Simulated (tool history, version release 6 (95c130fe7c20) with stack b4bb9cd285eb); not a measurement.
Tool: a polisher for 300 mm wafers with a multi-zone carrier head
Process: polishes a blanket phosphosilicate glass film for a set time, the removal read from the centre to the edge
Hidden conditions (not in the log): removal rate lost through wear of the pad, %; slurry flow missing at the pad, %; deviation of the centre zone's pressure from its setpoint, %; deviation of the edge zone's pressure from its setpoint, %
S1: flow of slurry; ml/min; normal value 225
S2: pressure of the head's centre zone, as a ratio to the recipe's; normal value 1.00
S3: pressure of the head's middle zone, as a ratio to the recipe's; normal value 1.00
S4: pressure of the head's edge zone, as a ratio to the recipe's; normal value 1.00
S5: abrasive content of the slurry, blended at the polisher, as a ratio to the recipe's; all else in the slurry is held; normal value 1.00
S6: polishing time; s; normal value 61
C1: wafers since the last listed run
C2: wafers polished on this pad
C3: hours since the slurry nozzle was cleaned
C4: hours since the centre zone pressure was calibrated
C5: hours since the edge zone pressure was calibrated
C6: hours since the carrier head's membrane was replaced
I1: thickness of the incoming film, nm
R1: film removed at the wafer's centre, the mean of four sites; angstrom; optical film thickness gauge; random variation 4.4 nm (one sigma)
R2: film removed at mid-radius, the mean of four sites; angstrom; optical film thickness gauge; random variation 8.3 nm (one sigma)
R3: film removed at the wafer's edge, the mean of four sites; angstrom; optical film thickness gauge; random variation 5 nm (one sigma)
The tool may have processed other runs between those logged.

run,day,S1,S2,S3,S4,S5,S6,C1,C2,C3,C4,C5,C6,I1,R1,R2,R3
1,0.000,225,1.00,1.00,1.00,1.00,61,0,1248,610.3,822.7,1428.3,661.7,3161.4,6643,5768,5956
# day 0.321: worn pad replaced by a new one
2,0.350,225,1.00,1.00,1.00,1.00,61,29,4,618.7,831.1,1436.7,670.1,3116.3,7060,6326,6432
3,0.750,225,1.00,1.00,1.00,1.00,61,64,69,628.3,840.7,1446.3,679.7,3127.7,7158,6315,6353
4,1.004,225,1.00,1.07,1.00,1.00,61,41,110,634.4,846.8,1452.4,685.8,3122.0,7032,6670,6400
5,1.583,225,1.00,1.00,1.00,1.10,61,94,204,648.3,860.7,1466.3,699.7,3110.0,7381,6605,6598
# day 2.950: centre zone pressure recalibrated
6,2.971,225,1.00,1.00,1.00,1.00,61,211,416,681.6,0.5,1499.6,733.0,3198.4,6260,6280,6318
# day 3.188: carrier head's membrane replaced by a new one
7,3.208,225,1.00,0.92,1.08,1.00,61,4,421,687.3,6.2,1505.3,0.5,3119.8,6348,5857,6594
# day 3.550: slurry nozzle cleaned
8,3.692,225,1.00,0.92,1.08,1.00,61,71,493,3.4,17.8,1516.9,12.1,3109.2,6287,5890,6637
# day 4.117: edge zone pressure recalibrated
9,4.338,225,1.00,0.92,1.08,1.00,61,91,584,18.9,33.3,5.3,27.6,3120.6,6260,5871,6479
10,4.804,225,1.00,1.00,1.00,1.00,61,75,660,30.1,44.5,16.5,38.8,3148.1,6266,6066,6273
11,5.225,285,1.00,1.00,1.00,1.10,61,68,728,40.2,54.6,26.6,48.9,3187.8,6595,6578,6603
12,5.725,225,1.00,1.00,1.00,1.00,61,81,809,52.2,66.6,38.6,60.9,3148.5,6166,6249,6120
13,6.042,225,0.96,1.00,1.00,1.00,44,51,861,59.8,74.2,46.2,68.5,3128.8,4340,4437,4432
14,6.400,225,1.06,1.00,1.00,0.85,61,58,919,68.4,82.8,54.8,77.1,3132.0,6013,5617,5592
15,7.121,170,1.03,1.00,1.00,0.80,47,117,1036,85.7,100.1,72.1,94.4,3100.5,4275,4061,4069
16,7.808,225,1.00,1.00,1.07,0.80,73,111,1148,102.2,116.6,88.6,110.9,3114.6,6543,6383,6533
17,8.262,225,1.00,1.00,1.00,1.00,61,73,1221,113.1,127.5,99.5,121.8,3133.1,6044,5890,5861
18,8.850,225,1.09,1.00,1.00,1.00,79,95,1317,127.2,141.6,113.6,135.9,3125.1,8349,7539,7502
# day 9.179: worn pad replaced by a new one
19,9.525,225,1.00,1.10,1.00,1.00,45,82,55,143.4,157.8,129.8,152.1,3111.1,4923,5077,4684
20,10.171,225,1.00,1.00,1.00,1.00,61,104,160,158.9,173.3,145.3,167.6,3112.4,6726,6411,6385
21,11.304,225,1.00,0.90,1.00,1.00,61,184,344,186.1,200.5,172.5,194.8,3176.3,6730,5694,6453
22,11.871,225,1.03,1.00,1.00,1.00,61,92,437,199.7,214.1,186.1,208.4,3142.2,6914,6299,6420

4 ways to go on from here, each from the tool as it stands after run 22. What would each give?
A,11.888,225,1.00,1.00,1.00,1.00,79,2,439,200.1,214.5,186.5,208.8,3143.2,?,?,?
B,11.888,225,1.00,0.90,1.00,1.00,55,2,439,200.1,214.5,186.5,208.8,3143.2,?,?,?
C,11.888,185,1.00,0.92,0.94,1.00,50,2,439,200.1,214.5,186.5,208.8,3143.2,?,?,?
D,11.888,185,1.00,1.00,1.00,1.15,61,2,439,200.1,214.5,186.5,208.8,3143.2,?,?,?

run,R1,R2,R3
A,8600,8198,8319
B,5983,5226,5799
C,5338,4758,5054
D,6926,6616,6742
What these runs would have given with no unlogged condition in the tool:
run,R1,R2,R3
A,8291,8316,8436
B,5768,5301,5881
C,5146,4826,5125
D,6677,6711,6837
